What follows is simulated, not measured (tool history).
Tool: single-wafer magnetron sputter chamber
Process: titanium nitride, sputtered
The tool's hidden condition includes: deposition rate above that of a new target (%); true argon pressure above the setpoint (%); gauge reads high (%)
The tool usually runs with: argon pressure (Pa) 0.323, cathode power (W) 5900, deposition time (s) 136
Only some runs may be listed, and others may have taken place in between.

run,hour,argon pressure (Pa),cathode power (W),deposition time (s),wafers since the last listed run,wafers on the sputter target,hours since the last manometer calibration,hours since the magnet pack was replaced,hours since the gauge calibration,"read-back reference wafer on the same gauge, thickness_nm",mean film thickness on the monitor wafer (angstrom)
1,0.0,0.323,5050,136,0,4518,961.1,3934.3,506.0,157.887,1191.91
2,18.2,0.323,5900,136,240,4759,979.3,3952.5,524.2,157.890,1401.22
# hour 27.1: sputter target and shields replaced
3,35.2,0.323,5900,126,119,107,996.3,3969.5,541.2,157.994,1383.47
4,50.9,0.323,5900,136,207,314,1012.0,3985.2,556.9,158.028,1463.71
5,79.3,0.323,5900,136,376,690,1040.4,4013.6,585.3,158.068,1452.57
6,108.9,0.323,5900,136,391,1082,1070.0,4043.2,614.9,157.767,1437.76
7,122.9,0.323,5900,158,185,1268,1084.0,4057.2,628.9,158.078,1649.51
8,156.5,0.323,5900,136,444,1713,1117.6,4090.8,662.5,157.998,1426.32
9,172.9,0.323,5900,136,217,1930,1134.0,4107.2,678.9,157.958,1425.32
10,204.5,0.323,5900,136,418,2348,1165.6,4138.8,710.5,158.141,1414.93
11,227.8,0.323,6650,136,308,2657,1188.9,4162.1,733.8,158.108,1585.59
12,256.4,0.323,6650,136,378,3035,1217.5,4190.7,762.4,158.237,1588.19
13,278.3,0.323,6650,136,289,3325,1239.4,4212.6,784.3,157.887,1576.36
# hour 289.9: gauge calibrated
14,294.9,0.323,5900,136,219,3545,1256.0,4229.2,5.0,158.027,1398.10
15,315.5,0.323,5450,136,272,3818,1276.6,4249.8,25.6,158.115,1300.94
16,337.7,0.323,5900,136,293,4112,1298.8,4272.0,47.8,158.131,1398.46
17,352.1,0.272,5300,156,190,4302,1313.2,4286.4,62.2,157.965,1458.05
18,378.5,0.323,5900,136,349,4652,1339.6,4312.8,88.6,157.971,1399.06
# hour 404.5: sputter target and shields replaced
19,408.8,0.448,7100,149,295,56,1369.9,4343.1,118.9,157.997,1693.20
20,426.5,0.323,5900,155,234,291,1387.6,4360.8,136.6,158.094,1514.07
# hour 436.2: magnet pack replaced
# hour 442.1: capacitance manometer re-zeroed and calibrated
21,444.1,0.408,6500,160,49,340,2.0,7.9,154.2,158.084,1651.65
22,468.6,0.323,6450,136,324,664,26.5,32.4,178.7,157.983,1426.30
23,484.3,0.323,6650,136,207,872,42.2,48.1,194.4,157.979,1463.47
24,504.1,0.323,4450,161,262,1134,62.0,67.9,214.2,157.902,1156.15
25,523.4,0.323,5900,136,255,1390,81.3,87.2,233.5,157.901,1282.39
# hour 559.4: sputter target and shields replaced, repeated, since the last time left the tool worse
26,611.0,0.443,5900,136,1053,683,168.9,174.8,321.1,158.025,1404.48
27,646.1,0.323,4650,136,464,1148,204.0,209.9,356.2,157.951,1133.36
28,680.9,0.323,5900,110,460,1608,238.8,244.7,391.0,157.935,1155.25
29,716.3,0.323,5900,136,468,2077,274.2,280.1,426.4,157.801,1418.15

3 ways to go on from here, each from the tool as it stands after run 29. What would each give?
A,716.7,0.241,5900,136,5,2082,274.6,280.5,426.8,?,?
B,716.7,0.323,5900,149,5,2082,274.6,280.5,426.8,?,?
C,716.7,0.367,5900,136,5,2082,274.6,280.5,426.8,?,?

run,"read-back reference wafer on the same gauge, thickness_nm",mean film thickness on the monitor wafer (angstrom)
A,157.977,1459.00
B,157.977,1559.05
C,157.977,1404.22
Take away the tool's hidden state, keep each run's random variation, and the runs would have read:
run,mean film thickness on the monitor wafer (angstrom)
A,1537.54
B,1642.98
C,1479.82
